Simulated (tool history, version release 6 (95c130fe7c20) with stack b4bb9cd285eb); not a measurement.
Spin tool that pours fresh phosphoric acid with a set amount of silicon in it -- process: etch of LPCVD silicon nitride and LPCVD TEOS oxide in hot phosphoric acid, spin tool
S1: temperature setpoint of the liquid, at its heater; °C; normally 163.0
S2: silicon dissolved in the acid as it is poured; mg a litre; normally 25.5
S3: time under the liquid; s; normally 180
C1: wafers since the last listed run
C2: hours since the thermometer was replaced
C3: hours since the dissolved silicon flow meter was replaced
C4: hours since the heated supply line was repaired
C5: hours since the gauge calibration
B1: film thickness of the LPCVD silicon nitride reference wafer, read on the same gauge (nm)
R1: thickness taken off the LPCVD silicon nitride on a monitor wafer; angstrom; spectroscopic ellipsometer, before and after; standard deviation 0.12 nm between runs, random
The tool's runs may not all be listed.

run,day,S1,S2,S3,C1,C2,C3,C4,C5,B1,R1
1,0.000,163.0,25.5,180,0,903.4,1078.9,953.7,407.2,70.00,167.9
2,1.025,163.0,25.5,180,170,928.0,1103.5,978.3,431.8,70.01,166.4
3,3.238,163.0,25.5,180,369,981.1,1156.6,1031.4,484.9,70.01,164.8
4,4.967,163.0,25.5,180,288,1022.6,1198.1,1072.9,526.4,70.00,164.7
5,7.488,163.0,25.5,180,420,1083.1,1258.6,1133.4,586.9,70.01,164.2
6,9.538,163.0,25.5,180,341,1132.3,1307.8,1182.6,636.1,70.01,163.6
# day 10.521: gauge calibrated
# day 11.458: heated supply line repaired
7,11.767,163.0,25.5,180,364,1185.8,1361.3,7.4,29.9,70.01,166.7
8,13.900,163.0,25.5,180,355,1237.0,1412.5,58.6,81.1,70.01,162.3
9,16.238,163.0,25.5,180,389,1293.1,1468.6,114.7,137.2,70.00,163.6
10,17.829,163.0,25.5,180,265,1331.3,1506.8,152.9,175.4,70.01,163.8
11,19.583,163.0,25.5,180,292,1373.4,1548.9,195.0,217.5,70.01,161.7
# day 19.721: dissolved silicon flow meter replaced
12,21.275,161.0,44.5,180,275,1414.0,37.3,235.6,258.1,70.01,151.8
# day 21.600: thermometer replaced
13,23.358,160.0,32.0,270,340,42.2,87.3,285.6,308.1,70.01,211.6
14,25.996,161.0,15.5,230,439,105.5,150.6,348.9,371.4,69.99,188.0
# day 26.992: thermometer replaced, repeated, since the last time left the tool worse
15,27.958,163.0,25.5,75,320,23.2,197.7,396.0,418.5,69.99,71.1
16,29.708,162.0,25.5,180,291,65.2,239.7,438.0,460.5,70.01,165.5
17,31.508,162.0,36.5,265,300,108.4,282.9,481.2,503.7,69.99,243.4

Branching from run 17: 5 alternative next runs. What would each branch give?
A,31.529,163.0,7.5,180,3,108.9,283.4,481.7,504.2,?,?
B,31.529,164.0,34.5,180,3,108.9,283.4,481.7,504.2,?,?
C,31.529,163.0,25.5,235,3,108.9,283.4,481.7,504.2,?,?
D,31.529,164.5,14.0,180,3,108.9,283.4,481.7,504.2,?,?
E,31.529,163.0,35.5,135,3,108.9,283.4,481.7,504.2,?,?

run,B1,R1
A,70.00,169.6
B,70.00,175.3
C,70.00,221.4
D,70.00,178.2
E,70.00,127.2
Take away the tool's hidden state, keep each run's random variation, and the runs would have read:
run,R1
A,172.2
B,178.0
C,224.8
D,181.0
E,129.2
